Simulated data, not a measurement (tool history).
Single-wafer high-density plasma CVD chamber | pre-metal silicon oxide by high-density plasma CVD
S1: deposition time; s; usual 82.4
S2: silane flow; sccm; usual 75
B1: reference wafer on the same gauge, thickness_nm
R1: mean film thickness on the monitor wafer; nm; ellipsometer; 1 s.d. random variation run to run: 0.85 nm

run   hour    S1  S2       B1       R1
  1    0.0  90.0  75  624.920  595.972
  2    9.2  82.4  80  624.938  574.222
  3   24.4  90.7  65  625.023  538.948
  4   33.8  90.7  65  624.892  537.251
  5   45.8  90.7  65  624.395  537.192
  6   57.3  82.4  81  624.867  578.982
  7   66.8  82.4  75  624.766  543.135
  8  110.4  79.0  75  625.150  508.982
  9  125.0  79.0  75  625.204  509.625
 10  142.6  79.0  75  625.277  510.138
 11  155.7  82.4  75  625.045  531.893
 12  169.2  74.4  78  625.254  495.769
 13  182.3  82.4  75  625.226  533.837
 14  192.8  82.4  75  624.878  566.230
 15  205.2  72.2  86  625.105  554.865
 16  218.8  72.1  79  624.962  517.178
 17  230.6  67.1  89  624.974  530.223
 18  238.8  92.3  65  624.784  569.457
 19  246.2  82.4  86  624.811  631.633
 20  254.6  79.0  75  625.205  543.931
 21  271.4  93.4  68  625.075  596.604
 22  286.2  88.8  75  625.171  609.774
 23  302.2  67.1  89  625.206  528.696
 24  310.2  77.0  71  624.673  507.706
 25  322.2  89.1  75  625.155  614.092
 26  338.5  74.7  83  624.839  556.620
 27  345.5  94.1  88  625.004  734.944
 28  359.3  67.5  80  624.792  488.025

Not shown here: 3 entries made in the log between runs. Locate each between two listed runs and compare the hidden state at the listed run before it with the hidden state at the listed run after it:
Between runs 7 and 8: silane flow controller replaced (hour 109.9)
  delivered silane flow above the setpoint (%): -4.91 -> -7.8
  measured value less the no-hidden-state value, R1: -21.636 -> -33.000 nm
Between runs 13 and 14: silane flow controller replaced, repeated, since the last time left the tool worse (hour 192.3)
  delivered silane flow above the setpoint (%): -7.8 -> 0.0229
  measured value less the no-hidden-state value, R1: -34.620 -> +0.102 nm
Between runs 16 and 17: gauge calibrated (hour 220.0)
  delivered silane flow above the setpoint (%): 0.0227 -> 0.0224
  measured value less the no-hidden-state value, R1: +0.092 -> +0.093 nm
